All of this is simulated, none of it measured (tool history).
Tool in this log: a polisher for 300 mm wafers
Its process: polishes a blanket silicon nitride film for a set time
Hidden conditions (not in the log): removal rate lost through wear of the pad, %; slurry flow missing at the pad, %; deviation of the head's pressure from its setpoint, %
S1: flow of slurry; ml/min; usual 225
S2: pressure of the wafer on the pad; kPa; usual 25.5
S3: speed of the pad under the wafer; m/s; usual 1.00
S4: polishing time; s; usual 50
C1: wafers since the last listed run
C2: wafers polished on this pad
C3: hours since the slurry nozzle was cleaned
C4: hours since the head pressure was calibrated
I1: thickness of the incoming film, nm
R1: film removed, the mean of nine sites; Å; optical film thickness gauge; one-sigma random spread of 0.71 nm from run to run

run	day	S1	S2	S3	S4	C1	C2	C3	C4	I1	R1
1	0.000	225	22.1	1.00	45	0	164	173.6	321.3	934.4	851
2	0.467	160	32.4	1.00	50	63	228	184.8	332.5	945.3	1334
3	0.933	160	32.4	1.00	50	63	291	196.0	343.7	934.1	1334
4	1.229	225	25.5	1.00	50	40	331	203.1	350.8	929.6	1078
5	1.758	225	25.5	1.00	50	71	402	215.8	363.5	939.9	1099
6	2.504	225	25.5	1.00	50	100	503	233.7	381.4	942.0	1078
7	2.842	265	25.5	1.00	50	45	549	241.8	389.5	941.2	1093
8	3.571	265	25.5	1.00	50	98	648	259.3	407.0	956.0	1093
9	4.008	225	25.5	1.00	50	59	707	269.8	417.5	955.4	1076
10	4.658	175	25.5	1.00	50	87	795	285.4	433.1	955.0	1044
11	5.192	175	25.5	1.00	50	72	867	298.2	445.9	929.2	1047
# day 5.658: worn pad replaced by a new one
12	5.679	175	25.5	1.00	50	43	2	309.9	457.6	931.3	1066
13	5.992	225	25.5	1.00	50	42	45	317.4	465.1	952.2	1101
14	6.246	225	25.5	1.00	50	34	79	323.5	471.2	934.8	1103
# day 7.492: head pressure recalibrated
15	7.925	225	25.5	1.00	50	216	295	363.8	10.4	941.7	1093
16	8.229	225	25.5	1.00	50	41	336	371.1	17.7	934.9	1084
17	8.583	225	23.4	0.72	50	47	384	379.6	26.2	952.5	851
18	8.862	160	28.3	0.76	34	37	422	386.3	32.9	942.1	695
19	9.471	225	29.0	1.10	50	82	504	400.9	47.5	936.7	1286
# day 9.592: slurry nozzle cleaned
20	9.838	225	25.5	0.86	50	43	548	5.9	56.3	932.0	987
21	10.242	225	25.5	1.00	50	54	603	15.6	66.0	957.8	1073
22	10.642	250	25.5	1.00	45	54	657	25.2	75.6	933.8	983
23	11.000	225	25.5	1.00	50	48	706	33.8	84.2	930.0	1067
24	11.679	260	32.4	1.00	50	91	798	50.1	100.5	947.4	1375
25	12.129	225	17.2	1.00	43	60	859	60.9	111.3	940.9	619
26	12.821	225	25.5	1.00	50	93	952	77.5	127.9	947.8	1070
27	13.112	185	19.3	1.24	33	39	992	84.5	134.9	921.8	579
# day 13.650: worn pad replaced by a new one, of another model than before
28	13.671	300	25.5	1.00	50	53	2	97.9	148.3	950.7	1117
29	14.208	225	25.5	1.00	50	72	75	110.8	161.2	942.7	1113
30	14.942	225	25.5	1.20	35	99	174	128.4	178.8	939.4	814
31	15.679	225	25.5	1.00	50	99	274	146.1	196.5	957.0	1079
32	16.388	225	20.7	0.82	66	95	370	163.1	213.5	943.4	1212
33	16.758	225	17.9	1.00	50	50	420	172.0	222.4	923.7	900
34	17.279	225	25.5	1.26	59	70	491	184.5	234.9	939.5	1372
35	17.821	165	25.5	1.00	50	73	564	197.5	247.9	935.4	1061
36	18.308	225	25.5	0.72	42	65	630	209.2	259.6	927.5	833
37	18.771	160	32.4	1.00	50	62	692	220.3	270.7	926.6	1222

Alternative continuations, all from the tool just after run 37; predict every row:
A	18.788	225	25.5	1.00	57	2	695	220.7	271.1	942.6	?
B	18.788	225	19.3	1.00	50	2	695	220.7	271.1	942.6	?
C	18.788	195	25.5	1.00	42	2	695	220.7	271.1	942.6	?
D	18.788	150	22.1	0.64	64	2	695	220.7	271.1	942.6	?
E	18.788	225	25.5	0.82	50	2	695	220.7	271.1	942.6	?

run	R1
A	1221
B	914
C	892
D	1100
E	1016
Stripped of hidden state, with their random variation kept, the same runs would have yielded:
run	R1
A	1254
B	939
C	915
D	1130
E	1043

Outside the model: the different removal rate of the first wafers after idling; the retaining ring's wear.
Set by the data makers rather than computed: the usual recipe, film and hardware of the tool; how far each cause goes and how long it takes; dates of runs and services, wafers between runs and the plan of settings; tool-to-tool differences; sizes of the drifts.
